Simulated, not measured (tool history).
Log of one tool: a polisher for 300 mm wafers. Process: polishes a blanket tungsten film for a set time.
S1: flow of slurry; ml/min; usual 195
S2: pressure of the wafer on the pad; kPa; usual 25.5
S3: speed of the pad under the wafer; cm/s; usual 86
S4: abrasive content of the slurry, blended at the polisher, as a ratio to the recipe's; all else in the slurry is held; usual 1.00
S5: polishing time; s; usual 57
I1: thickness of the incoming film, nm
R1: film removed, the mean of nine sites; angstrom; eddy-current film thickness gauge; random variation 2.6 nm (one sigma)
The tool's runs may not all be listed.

run     day   S1    S2   S3    S4  S5      I1    R1
  1   0.000  195  25.5   86  1.00  57  1281.8  2241
  2   0.625  195  25.5   86  1.00  57  1277.5  2359
  3   1.088  195  25.5   86  1.00  57  1274.0  2347
  4   1.688  195  32.4   86  1.00  57  1268.9  2740
  5   2.338  195  32.4   86  1.00  57  1267.3  2683
  6   2.858  195  25.5   86  1.00  57  1279.8  2287
  7   3.171  195  25.5   86  1.00  57  1296.9  2294
  8   3.908  220  25.5   86  1.00  57  1275.4  2285
  9   4.342  220  25.5   86  1.00  57  1289.3  2399
 10   5.050  220  25.5   86  1.00  57  1293.9  2359
 11   5.604  225  25.5   86  0.85  57  1256.2  2287
 12   6.283  225  25.5   86  0.85  57  1260.0  2243
 13   8.312  195  25.5   86  1.00  57  1295.3  2359
 14   8.762  195  25.5   86  1.00  57  1291.6  2327
 15   9.454  145  33.8   86  0.75  70  1272.4  3048
 16   9.912  195  17.9   66  0.80  57  1276.7  1365
 17  10.200  165  25.5   70  1.00  57  1303.5  1841
 18  10.788  195  25.5   86  1.00  57  1276.5  2307
 19  11.225  220  25.5   86  1.00  57  1304.0  2274
 20  11.812  235  20.7   86  1.00  57  1264.2  2013
 21  12.504  195  25.5   86  1.00  57  1302.4  2319
 22  12.921  195  25.5   86  1.00  57  1270.6  2333
 23  13.175  135  17.2   60  1.30  57  1277.5  1368
 24  13.446  260  17.2  102  1.20  57  1287.2  2363
 25  14.008  195  25.5   86  0.80  57  1284.8  2214
 26  14.400  230  17.2  106  1.10  57  1298.2  2340

Taken out of this log: 10 entries between the listed runs. Where each belongs, and how the hidden state differs across it:
Between runs 1 and 2: worn pad replaced by a new one (day 0.604)
  removal rate lost through wear of the pad, %: 5.92 -> 0.906
  measured less the result without the state, R1: -141 -> -21 angstrom
Between runs 2 and 3: slurry tank refilled with fresh slurry and peroxide (day 0.833)
  removal rate lost through wear of the pad, %: 0.906 -> 1.65
  measured less the result without the state, R1: -21 -> -40 angstrom
Between runs 8 and 9: worn pad replaced by a new one (day 4.104)
  removal rate lost through wear of the pad, %: 6.22 -> 0.65
  measured less the result without the state, R1: -152 -> -16 angstrom
Between runs 10 and 11: slurry blender recalibrated (day 5.188)
  removal rate lost through wear of the pad, %: 1.8 -> 2.69
  measured less the result without the state, R1: -43 -> -64 angstrom
Between runs 12 and 13: slurry tank refilled with fresh slurry and peroxide (day 7.608); worn pad replaced by a new one (day 7.679); head pressure recalibrated (day 7.771)
  removal rate lost through wear of the pad, %: 3.79 -> 1.2
  measured less the result without the state, R1: -88 -> -29 angstrom
Between runs 14 and 15: slurry nozzle cleaned (day 9.125)
  removal rate lost through wear of the pad, %: 1.92 -> 3.04
  measured less the result without the state, R1: -45 -> -95 angstrom
Between runs 20 and 21: worn pad replaced by a new one (day 12.396)
  removal rate lost through wear of the pad, %: 6.86 -> 0.515
  measured less the result without the state, R1: -148 -> -12 angstrom
Between runs 23 and 24: slurry tank refilled with fresh slurry and peroxide (day 13.400)
  removal rate lost through wear of the pad, %: 1.6 -> 2.04
  measured less the result without the state, R1: -23 -> -49 angstrom

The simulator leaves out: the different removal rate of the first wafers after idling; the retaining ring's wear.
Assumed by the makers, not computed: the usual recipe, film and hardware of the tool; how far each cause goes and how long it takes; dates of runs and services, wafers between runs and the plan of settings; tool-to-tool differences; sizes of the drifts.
